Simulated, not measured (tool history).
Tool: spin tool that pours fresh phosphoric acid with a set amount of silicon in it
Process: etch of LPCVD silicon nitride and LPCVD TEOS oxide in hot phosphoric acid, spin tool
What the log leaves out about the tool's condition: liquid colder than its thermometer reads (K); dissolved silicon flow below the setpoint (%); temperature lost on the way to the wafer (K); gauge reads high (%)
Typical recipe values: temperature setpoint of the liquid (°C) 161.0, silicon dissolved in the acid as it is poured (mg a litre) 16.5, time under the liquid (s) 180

| run | hour | temperature setpoint of the liquid (°C) | silicon dissolved in the acid as it is poured (mg a litre) | time under the liquid (s) | wafers since the last listed run | hours since the thermometer was replaced | hours since the dissolved silicon flow meter was replaced | hours since the heated supply line was repaired | hours since the gauge calibration | read-back film thickness of the LPCVD silicon nitride reference wafer, read on the same gauge (nm) | read-back film thickness of the LPCVD TEOS oxide reference wafer, read on the same gauge (nm) | thickness taken off the LPCVD silicon nitride on a monitor wafer (nm) | thickness taken off the LPCVD TEOS oxide on a monitor wafer (nm) |
|---|---|---|---|---|---|---|---|---|---|---|---|---|---|
| 1 | 0.0 | 161.0 | 20.0 | 155 | 0 | 920.9 | 640.7 | 3199.5 | 293.2 | 99.99 | 60.012 | 12.81 | 0.439 |
| 2 | 24.1 | 161.0 | 20.0 | 155 | 112 | 945.0 | 664.8 | 3223.6 | 317.3 | 99.99 | 59.962 | 12.83 | 0.450 |
| 3 | 40.1 | 161.0 | 16.5 | 180 | 74 | 961.0 | 680.8 | 3239.6 | 333.3 | 100.00 | 60.005 | 14.80 | 0.629 |
| 4 | 54.2 | 161.0 | 16.5 | 180 | 65 | 975.1 | 694.9 | 3253.7 | 347.4 | 100.01 | 59.999 | 14.91 | 0.592 |
| 5 | 87.3 | 161.0 | 16.5 | 180 | 154 | 1008.2 | 728.0 | 3286.8 | 380.5 | 99.99 | 60.012 | 14.86 | 0.562 |
| 6 | 121.9 | 161.0 | 16.5 | 180 | 161 | 1042.8 | 762.6 | 3321.4 | 415.1 | 100.01 | 59.970 | 14.82 | 0.578 |
|  | 132.0 | heated supply line repaired |
| 7 | 151.5 | 161.0 | 16.5 | 180 | 133 | 1072.4 | 792.2 | 19.5 | 444.7 | 99.99 | 59.981 | 16.95 | 0.776 |
| 8 | 164.1 | 161.0 | 16.5 | 180 | 58 | 1085.0 | 804.8 | 32.1 | 457.3 | 100.00 | 60.011 | 17.03 | 0.765 |
| 9 | 185.6 | 161.0 | 16.5 | 180 | 100 | 1106.5 | 826.3 | 53.6 | 478.8 | 100.01 | 59.988 | 16.97 | 0.767 |
|  | 191.5 | dissolved silicon flow meter replaced |
| 10 | 202.4 | 161.0 | 16.5 | 180 | 73 | 1123.3 | 10.9 | 70.4 | 495.6 | 100.02 | 59.990 | 16.93 | 0.745 |
| 11 | 217.6 | 161.0 | 16.5 | 180 | 71 | 1138.5 | 26.1 | 85.6 | 510.8 | 99.98 | 60.013 | 17.02 | 0.752 |

Run 12 is up next; what results do you expect?
| 12 | 248.7 | 159.5 | 24.0 | 180 | 145 | 1169.6 | 57.2 | 116.7 | 541.9 | ? | ? | ? | ? |

Run 12 yielded read-back film thickness of the LPCVD silicon nitride reference wafer, read on the same gauge (nm) 100.00, read-back film thickness of the LPCVD TEOS oxide reference wafer, read on the same gauge (nm) 59.986, thickness taken off the LPCVD silicon nitride on a monitor wafer (nm) 16.09, thickness taken off the LPCVD TEOS oxide on a monitor wafer (nm) 0.531.
Minus the tool's unlogged condition, the same run would have read thickness taken off the LPCVD silicon nitride on a monitor wafer (nm) 16.40, thickness taken off the LPCVD TEOS oxide on a monitor wafer (nm) 0.554.
